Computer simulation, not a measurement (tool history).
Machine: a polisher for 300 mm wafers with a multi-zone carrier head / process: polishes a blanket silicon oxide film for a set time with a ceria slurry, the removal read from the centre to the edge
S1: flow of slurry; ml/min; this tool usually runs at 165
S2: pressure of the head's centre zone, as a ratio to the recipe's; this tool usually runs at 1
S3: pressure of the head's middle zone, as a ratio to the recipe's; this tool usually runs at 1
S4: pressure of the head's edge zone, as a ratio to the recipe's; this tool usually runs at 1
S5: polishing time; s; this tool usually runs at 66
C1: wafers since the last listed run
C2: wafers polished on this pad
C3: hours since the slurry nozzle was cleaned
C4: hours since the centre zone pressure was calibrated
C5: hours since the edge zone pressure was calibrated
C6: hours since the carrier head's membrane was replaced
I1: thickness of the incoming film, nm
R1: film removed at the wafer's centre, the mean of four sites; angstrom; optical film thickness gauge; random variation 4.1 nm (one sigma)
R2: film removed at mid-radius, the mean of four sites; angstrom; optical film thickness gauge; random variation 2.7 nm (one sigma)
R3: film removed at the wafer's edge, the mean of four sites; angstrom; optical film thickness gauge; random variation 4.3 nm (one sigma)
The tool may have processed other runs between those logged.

run     day   S1  S2    S3    S4  S5   C1   C2     C3      C4      C5     C6      I1    R1    R2    R3
  1       0  165   1     1     1  66    0  258  308.4  1122.5   997.5  288.5  1433.2  3222  3360  3352
  2   1.517  165   1     1     1  66  228  487  344.8  1158.9  1033.9  324.9  1414.8  3244  3282  3158
  3   3.058  165   1     1     1  66  232  719  381.8  1195.9  1070.9  361.9  1419.9  3069  3171  3078
  4   4.858  165   1     1     1  66  271  991    425  1239.1  1114.1  405.1  1449.2  2952  2956  2849
      5.546  -- worn pad replaced by a new one
  5   7.429  165   1     1     1  66  362  284  486.7  1300.8  1175.8  466.8  1461.7  3327  3408  3312
  6   9.588  120   1     1  0.91  66  325  610  538.5  1352.6  1227.6  518.6    1441  3136  3138  3107
  7  11.708  165   1     1     1  66  320  930  589.4  1403.5  1278.5  569.5  1440.1  3076  3142  3056
     11.958  -- slurry nozzle cleaned
     12.042  -- worn pad replaced by a new one
     12.442  -- edge zone pressure recalibrated
     12.912  -- centre zone pressure recalibrated
  8  12.946  190   1  0.96     1  66  142  111   23.7     0.8    12.1  599.2  1435.9  3500  3344  3358
  9   14.05  190   1  0.96     1  66  166  277   50.2    27.3    38.6  625.7  1435.5  3387  3307  3403
 10  15.612  220   1     1     1  66  235  513   87.7    64.8    76.1  663.2  1441.3  3420  3437  3408
 11  18.071  165   1     1     1  66  370  884  146.7   123.8   135.1  722.2    1432  3036  3115  3114

Run 12 is up next; what results do you expect?
     19.208  -- worn pad replaced by a new one
     20.142  -- carrier head's membrane replaced by a new one
 12  20.717  165   1   1   1  66  342  196  210.2  187.3  198.6  13.8  1422.5   ?   ?   ?

{"run 12": {"R1": 3303, "R2": 3361, "R3": 3259}}
With no hidden state in the tool, this same run would have given R1 3390 angstrom, R2 3449 angstrom, R3 3344 angstrom.

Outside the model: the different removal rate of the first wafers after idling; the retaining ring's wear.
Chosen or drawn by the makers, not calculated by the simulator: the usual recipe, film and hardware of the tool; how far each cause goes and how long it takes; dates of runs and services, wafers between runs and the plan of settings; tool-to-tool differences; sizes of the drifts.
